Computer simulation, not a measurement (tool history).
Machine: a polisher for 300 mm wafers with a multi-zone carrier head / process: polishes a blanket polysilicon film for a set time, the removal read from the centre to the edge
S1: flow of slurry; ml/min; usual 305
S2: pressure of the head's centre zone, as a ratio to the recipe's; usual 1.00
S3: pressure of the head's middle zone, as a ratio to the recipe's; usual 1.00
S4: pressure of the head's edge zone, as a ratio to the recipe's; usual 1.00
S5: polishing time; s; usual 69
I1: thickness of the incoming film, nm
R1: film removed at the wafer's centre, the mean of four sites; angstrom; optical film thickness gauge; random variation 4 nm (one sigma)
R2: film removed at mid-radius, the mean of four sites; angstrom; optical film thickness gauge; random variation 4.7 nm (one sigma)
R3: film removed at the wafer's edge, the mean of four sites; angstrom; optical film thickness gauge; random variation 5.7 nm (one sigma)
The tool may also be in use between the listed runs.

| run | hour | S1 | S2 | S3 | S4 | S5 | I1 | R1 | R2 | R3 |
|---|---|---|---|---|---|---|---|---|---|---|
| 1 | 0.0 | 305 | 1.00 | 1.00 | 1.00 | 69 | 1787.9 | 3883 | 3770 | 3934 |
| 2 | 26.2 | 305 | 1.00 | 1.00 | 1.00 | 69 | 1774.9 | 3802 | 3751 | 3871 |
|  | 34.3 | centre zone pressure recalibrated |
| 3 | 40.9 | 305 | 1.00 | 1.00 | 1.00 | 69 | 1813.9 | 3698 | 3771 | 3841 |
|  | 65.0 | worn pad replaced by a new one, repeated, since the last time left the tool worse |
| 4 | 67.0 | 305 | 0.95 | 1.00 | 1.00 | 69 | 1841.6 | 4088 | 4358 | 4337 |
| 5 | 96.0 | 305 | 0.95 | 1.00 | 1.00 | 69 | 1777.9 | 4064 | 4315 | 4299 |
| 6 | 113.3 | 305 | 1.00 | 1.00 | 1.00 | 69 | 1817.3 | 4208 | 4193 | 4342 |
| 7 | 156.8 | 305 | 1.00 | 0.95 | 0.95 | 69 | 1786.1 | 4162 | 4054 | 4070 |
| 8 | 183.4 | 305 | 1.00 | 1.00 | 1.00 | 69 | 1831.2 | 4100 | 4056 | 4140 |
|  | 194.6 | worn pad replaced by a new one |
| 9 | 198.4 | 305 | 1.07 | 1.00 | 0.96 | 85 | 1794.3 | 5590 | 5450 | 5242 |
|  | 230.8 | edge zone pressure recalibrated |
| 10 | 231.3 | 305 | 1.00 | 1.00 | 0.90 | 69 | 1788.4 | 4227 | 4273 | 4141 |
| 11 | 243.6 | 305 | 1.00 | 1.00 | 1.00 | 69 | 1789.5 | 4204 | 4275 | 4320 |
|  | 250.1 | carrier head's membrane replaced by a new one |
| 12 | 269.9 | 305 | 0.92 | 1.00 | 1.00 | 69 | 1806.8 | 3962 | 4207 | 4224 |
| 13 | 298.3 | 305 | 0.96 | 1.00 | 0.96 | 54 | 1827.4 | 3089 | 3264 | 3184 |
|  | 319.7 | slurry nozzle cleaned |
|  | 321.8 | worn pad replaced by a new one |
| 14 | 333.9 | 235 | 1.00 | 1.00 | 0.90 | 51 | 1772.7 | 3040 | 3109 | 3068 |
| 15 | 350.1 | 250 | 1.00 | 1.00 | 1.12 | 69 | 1794.4 | 4193 | 4139 | 4471 |
| 16 | 369.8 | 305 | 1.00 | 1.00 | 0.89 | 81 | 1781.2 | 5023 | 5058 | 4862 |
| 17 | 404.1 | 305 | 1.00 | 0.95 | 1.09 | 83 | 1812.4 | 5108 | 4881 | 5355 |
| 18 | 423.7 | 305 | 1.00 | 1.00 | 1.00 | 69 | 1812.2 | 4162 | 4174 | 4112 |
| 19 | 456.7 | 305 | 1.00 | 1.00 | 1.00 | 69 | 1798.6 | 4055 | 4038 | 4253 |
|  | 477.0 | worn pad replaced by a new one |
| 20 | 479.9 | 305 | 1.00 | 1.00 | 0.96 | 69 | 1830.8 | 4282 | 4341 | 4212 |
| 21 | 498.9 | 405 | 1.00 | 0.95 | 0.89 | 69 | 1787.8 | 4372 | 4157 | 4108 |

Below are 5 alternative next runs, each starting from the tool's condition after run 21. Predict each:
| A | 499.3 | 365 | 1.00 | 1.00 | 1.00 | 69 | 1806.4 | ? | ? | ? |
| B | 499.3 | 305 | 1.11 | 1.00 | 1.00 | 69 | 1806.4 | ? | ? | ? |
| C | 499.3 | 270 | 0.93 | 1.00 | 1.00 | 69 | 1806.4 | ? | ? | ? |
| D | 499.3 | 305 | 1.00 | 1.00 | 1.10 | 69 | 1806.4 | ? | ? | ? |
| E | 499.3 | 305 | 1.03 | 1.04 | 1.07 | 69 | 1806.4 | ? | ? | ? |

| run | R1 | R2 | R3 |
|---|---|---|---|
| A | 4399 | 4305 | 4385 |
| B | 4687 | 4240 | 4336 |
| C | 4047 | 4195 | 4298 |
| D | 4328 | 4241 | 4535 |
| E | 4427 | 4384 | 4473 |
With the hidden condition removed and each run's random variation left untouched, the same runs would have given:
| run | R1 | R2 | R3 |
|---|---|---|---|
| A | 4493 | 4397 | 4479 |
| B | 4787 | 4330 | 4428 |
| C | 4133 | 4284 | 4390 |
| D | 4420 | 4332 | 4631 |
| E | 4521 | 4478 | 4568 |
